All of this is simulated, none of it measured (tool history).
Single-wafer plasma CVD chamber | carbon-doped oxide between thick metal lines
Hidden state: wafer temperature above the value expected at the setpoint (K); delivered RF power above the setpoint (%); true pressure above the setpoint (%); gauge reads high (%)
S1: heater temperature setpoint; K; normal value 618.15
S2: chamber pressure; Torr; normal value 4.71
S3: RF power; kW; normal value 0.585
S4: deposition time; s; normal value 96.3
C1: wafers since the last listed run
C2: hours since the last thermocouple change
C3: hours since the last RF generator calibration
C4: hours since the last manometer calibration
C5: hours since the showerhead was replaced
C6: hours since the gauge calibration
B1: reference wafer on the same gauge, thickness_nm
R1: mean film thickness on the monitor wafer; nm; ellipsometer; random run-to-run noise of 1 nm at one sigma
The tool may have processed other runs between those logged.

Run 1, day 0: usual settings; C1 0; C2 1554.5; C3 1841.1; C4 1153.2; C5 26.6; C6 298.4; B1 551.961. Result: R1 469.086 nm.
At day 0.379: gauge calibrated.
At day 0.592: thermocouple changed; heater temperature recalibrated.
Run 2, day 0.612: usual settings but S4 100.5 s; C1 60; C2 0.5; C3 1855.8; C4 1167.9; C5 41.3; C6 5.6; B1 552.302. Result: R1 488.208 nm.
Run 3, day 0.742: usual settings but S4 100.5 s; C1 27; C2 3.6; C3 1858.9; C4 1171; C5 44.4; C6 8.7; B1 551.719. Result: R1 488.97 nm.
Run 4, day 1.017: usual settings but S4 100.5 s; C1 59; C2 10.2; C3 1865.5; C4 1177.6; C5 51; C6 15.3; B1 551.978. Result: R1 488.289 nm.
At day 1.65: RF generator calibrated.
Run 5, day 1.671: usual settings; C1 69; C2 25.9; C3 0.5; C4 1193.3; C5 66.7; C6 31; B1 551.92. Result: R1 503.559 nm.
Run 6, day 1.996: usual settings; C1 69; C2 33.7; C3 8.3; C4 1201.1; C5 74.5; C6 38.8; B1 551.981. Result: R1 503.252 nm.
Run 7, day 2.483: usual settings; C1 104; C2 45.4; C3 20; C4 1212.8; C5 86.2; C6 50.5; B1 551.992. Result: R1 506.05 nm.
Run 8, day 2.758: usual settings but S1 625.15 K, S3 0.665 kW; C1 59; C2 52; C3 26.6; C4 1219.4; C5 92.8; C6 57.1; B1 551.911. Result: R1 547.231 nm.
Run 9, day 3.488: usual settings but S2 5.69 Torr, S3 0.485 kW, S4 113.8 s; C1 157; C2 69.5; C3 44.1; C4 1236.9; C5 110.3; C6 74.6; B1 551.588. Result: R1 516.933 nm.
At day 3.892: capacitance manometer re-zeroed and calibrated.
Run 10, day 3.938: usual settings but S1 610.15 K, S2 4.35 Torr, S3 0.7 kW; C1 25; C2 80.3; C3 54.9; C4 1.1; C5 121.1; C6 85.4; B1 552.345. Result: R1 587.91 nm.
Run 11, day 4.542: usual settings but S1 631.15 K, S2 5.8 Torr, S3 0.69 kW; C1 130; C2 94.8; C3 69.4; C4 15.6; C5 135.6; C6 99.9; B1 551.799. Result: R1 569.573 nm.
Run 12, day 4.938: usual settings but S1 633.15 K, S2 5.05 Torr, S4 109.3 s; C1 85; C2 104.3; C3 78.9; C4 25.1; C5 145.1; C6 109.4; B1 552.13. Result: R1 555.223 nm.
Run 13, day 5.479: usual settings; C1 116; C2 117.3; C3 91.9; C4 38.1; C5 158.1; C6 122.4; B1 551.759. Result: R1 503.374 nm.
Run 14, day 6.112: usual settings but S1 606.15 K, S4 82.1 s; C1 136; C2 132.5; C3 107.1; C4 53.3; C5 173.3; C6 137.6; B1 552.068. Result: R1 448.491 nm.
Run 15, day 6.562: usual settings but S1 623.15 K, S4 106.7 s; C1 96; C2 143.3; C3 117.9; C4 64.1; C5 184.1; C6 148.4; B1 551.77. Result: R1 551.134 nm.
Run 16, day 7.096: usual settings but S1 629.15 K, S2 5.48 Torr, S3 0.69 kW, S4 84.4 s; C1 114; C2 156.1; C3 130.7; C4 76.9; C5 196.9; C6 161.2; B1 551.853. Result: R1 498.75 nm.
Run 17, day 7.696: usual settings but S1 631.15 K, S2 5.81 Torr; C1 129; C2 170.5; C3 145.1; C4 91.3; C5 211.3; C6 175.6; B1 551.973. Result: R1 497.97 nm.
Run 18, day 8.254: usual settings but S1 632.15 K; C1 120; C2 183.9; C3 158.5; C4 104.7; C5 224.7; C6 189; B1 551.801. Result: R1 484.156 nm.
Run 19, day 8.925: usual settings but S2 4.36 Torr, S3 0.615 kW, S4 90.6 s; C1 144; C2 200; C3 174.6; C4 120.8; C5 240.8; C6 205.1; B1 552.28. Result: R1 487.391 nm.
Run 20, day 9.196: usual settings but S2 5.57 Torr; C1 58; C2 206.5; C3 181.1; C4 127.3; C5 247.3; C6 211.6; B1 552.224. Result: R1 515.778 nm.
Run 21, day 9.588: usual settings; C1 84; C2 215.9; C3 190.5; C4 136.7; C5 256.7; C6 221; B1 552.412. Result: R1 504.752 nm.
Run 22, day 9.85: usual settings but S1 631.15 K, S2 5.8 Torr, S3 0.69 kW; C1 56; C2 222.2; C3 196.8; C4 143; C5 263; C6 227.3; B1 552.231. Result: R1 568.926 nm.
Run 23, day 10.396: usual settings but S4 82.1 s; C1 117; C2 235.3; C3 209.9; C4 156.1; C5 276.1; C6 240.4; B1 551.821. Result: R1 431.008 nm.
Run 24, day 11.046: usual settings but S2 5.43 Torr, S4 88 s; C1 139; C2 250.9; C3 225.5; C4 171.7; C5 291.7; C6 256; B1 551.811. Result: R1 469.839 nm.
Run 25, day 11.4: usual settings; C1 76; C2 259.4; C3 234; C4 180.2; C5 300.2; C6 264.5; B1 551.914. Result: R1 506.427 nm.
Run 26, day 11.979: usual settings but S2 4.2 Torr, S3 0.64 kW; C1 124; C2 273.3; C3 247.9; C4 194.1; C5 314.1; C6 278.4; B1 552.133. Result: R1 532.614 nm.
At day 12.229: gauge calibrated.
Run 27, day 12.379: usual settings; C1 86; C2 282.9; C3 257.5; C4 203.7; C5 323.7; C6 3.6; B1 551.915. Result: R1 504.27 nm.
Run 28, day 13.046: usual settings but S1 627.15 K, S2 5.27 Torr, S3 0.535 kW; C1 143; C2 298.9; C3 273.5; C4 219.7; C5 339.7; C6 19.6; B1 552.315. Result: R1 462.443 nm.

Predict each of these 4 candidate next runs independently; none follows another, all start after run 28:
Run A, day 13.062: usual settings but S1 608.15 K; C1 3; C2 299.3; C3 273.9; C4 220.1; C5 340.1; C6 20; B1 ?. Result: R1 ?.
Run B, day 13.062: usual settings but S1 632.15 K, S2 4.23 Torr, S3 0.49 kW, S4 77.9 s; C1 3; C2 299.3; C3 273.9; C4 220.1; C5 340.1; C6 20; B1 ?. Result: R1 ?.
Run C, day 13.062: usual settings but S1 610.15 K, S2 3.81 Torr, S3 0.48 kW, S4 115.3 s; C1 3; C2 299.3; C3 273.9; C4 220.1; C5 340.1; C6 20; B1 ?. Result: R1 ?.
Run D, day 13.062: usual settings but S2 4.31 Torr, S3 0.525 kW, S4 89.7 s; C1 3; C2 299.3; C3 273.9; C4 220.1; C5 340.1; C6 20; B1 ?. Result: R1 ?.

run       B1       R1
  A  551.758  521.663
  B  551.758  331.286
  C  551.758  503.881
  D  551.758  423.823
Take away the tool's hidden state, keep each run's random variation, and the runs would have read:
run       R1
  A  523.792
  B  332.926
  C  506.398
  D  425.615

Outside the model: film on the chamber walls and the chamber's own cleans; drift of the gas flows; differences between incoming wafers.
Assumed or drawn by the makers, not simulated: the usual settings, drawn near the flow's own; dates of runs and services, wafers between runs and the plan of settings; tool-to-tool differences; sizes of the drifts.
